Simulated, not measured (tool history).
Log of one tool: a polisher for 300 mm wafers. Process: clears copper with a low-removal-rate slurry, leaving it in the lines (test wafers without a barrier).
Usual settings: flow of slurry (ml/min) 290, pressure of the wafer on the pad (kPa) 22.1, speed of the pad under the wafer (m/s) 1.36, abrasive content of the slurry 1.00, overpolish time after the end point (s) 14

run,hour,flow of slurry (ml/min),pressure of the wafer on the pad (kPa),speed of the pad under the wafer (m/s),abrasive content of the slurry,overpolish time after the end point (s),wafers since the last listed run,wafers polished on this pad,hours since the slurry nozzle was cleaned,hours since the head pressure was calibrated,hours since the slurry blender was calibrated,"incoming thickness of the incoming film, nm",time until the end point was called (s),dishing of a wide line in a test structure (Å)
1,0.0,290,22.1,1.36,1.00,14,0,953,328.6,738.2,200.3,411.8,103.9,365
2,19.2,290,22.1,1.36,1.00,14,254,1208,347.8,757.4,219.5,414.6,105.7,363
3,44.9,290,22.1,1.36,1.00,14,340,1548,373.5,783.1,245.2,409.4,104.5,357
4,57.0,290,22.1,1.00,1.00,14,160,1709,385.6,795.2,257.3,409.0,132.9,287
# hour 73.5: worn pad replaced by a new one
5,86.1,290,22.1,1.00,1.00,14,332,166,414.7,824.3,286.4,405.7,133.0,295
6,119.0,290,22.1,1.36,1.00,14,436,602,447.6,857.2,319.3,408.3,105.1,351
7,139.6,290,22.1,1.36,1.00,14,273,875,468.2,877.8,339.9,412.1,108.8,349
# hour 164.1: slurry blender recalibrated
8,169.2,290,22.1,1.36,1.00,14,365,1241,497.8,907.4,5.1,415.5,102.2,374
9,183.9,290,22.1,1.68,1.00,14,194,1436,512.5,922.1,19.8,411.2,86.0,442
# hour 210.0: head pressure recalibrated
# hour 220.6: worn pad replaced by a new one
10,221.1,290,22.1,1.36,1.00,14,413,6,549.7,11.1,57.0,410.9,100.8,364
11,233.0,330,17.9,1.36,1.00,14,157,163,561.6,23.0,68.9,405.5,122.5,313
12,246.4,220,26.2,1.72,0.90,14,177,341,575.0,36.4,82.3,410.7,75.8,472
13,258.9,380,27.6,1.36,0.85,14,165,507,587.5,48.9,94.8,418.0,86.6,442
14,278.8,195,22.1,1.36,1.00,14,263,770,607.4,68.8,114.7,406.4,107.1,358
# hour 336.1: slurry nozzle cleaned
15,356.6,290,19.3,1.02,1.25,14,1017,1788,20.5,146.6,192.5,409.9,138.6,277
# hour 390.6: worn pad replaced by a new one
16,391.1,290,22.1,1.36,1.00,14,404,6,55.0,181.1,227.0,400.8,101.4,356
17,411.4,385,22.1,1.54,1.00,20,269,275,75.3,201.4,247.3,411.0,92.4,541
18,442.6,230,26.9,0.96,1.20,14,413,689,106.5,232.6,278.5,413.7,112.1,352
19,459.8,290,22.1,1.36,1.00,14,227,917,123.7,249.8,295.7,411.5,107.3,357
# hour 466.2: slurry blender recalibrated
20,483.3,290,22.1,1.14,1.00,10,284,1202,147.2,273.3,17.1,404.2,113.0,239
21,499.4,260,22.1,1.36,1.10,14,213,1415,163.3,289.4,33.2,404.0,97.9,376
22,527.3,290,15.2,1.36,1.00,14,369,1785,191.2,317.3,61.1,402.9,144.3,260
23,551.5,290,22.1,1.72,1.15,14,320,2106,215.4,341.5,85.3,416.9,80.4,461
# hour 574.2: worn pad replaced by a new one
24,579.5,290,22.1,1.36,1.00,14,318,69,243.4,369.5,113.3,413.0,103.3,369
25,602.0,230,22.1,0.90,1.00,19,298,368,265.9,392.0,135.8,410.4,144.4,353
26,634.2,290,22.1,1.36,0.90,14,426,794,298.1,424.2,168.0,405.9,106.2,356
27,662.0,290,16.5,1.36,1.00,14,368,1163,325.9,452.0,195.8,410.8,137.8,277

5 ways to go on from here, each from the tool as it stands after run 27. What would each give?
A,662.4,245,22.1,1.36,1.00,14,5,1168,326.3,452.4,196.2,403.1,?,?
B,662.4,290,26.9,1.36,1.15,10,5,1168,326.3,452.4,196.2,403.1,?,?
C,662.4,350,22.1,1.36,1.00,11,5,1168,326.3,452.4,196.2,403.1,?,?
D,662.4,245,15.9,1.72,1.00,17,5,1168,326.3,452.4,196.2,403.1,?,?
E,662.4,290,22.1,1.36,1.10,14,5,1168,326.3,452.4,196.2,403.1,?,?

run,time until the end point was called (s),dishing of a wide line in a test structure (Å)
A,105.2,360
B,81.0,340
C,101.5,300
D,120.3,371
E,100.1,376
Without the tool's hidden state the same runs would have given:
run,time until the end point was called (s),dishing of a wide line in a test structure (Å)
A,101.1,372
B,77.7,353
C,97.5,311
D,115.6,383
E,96.1,389
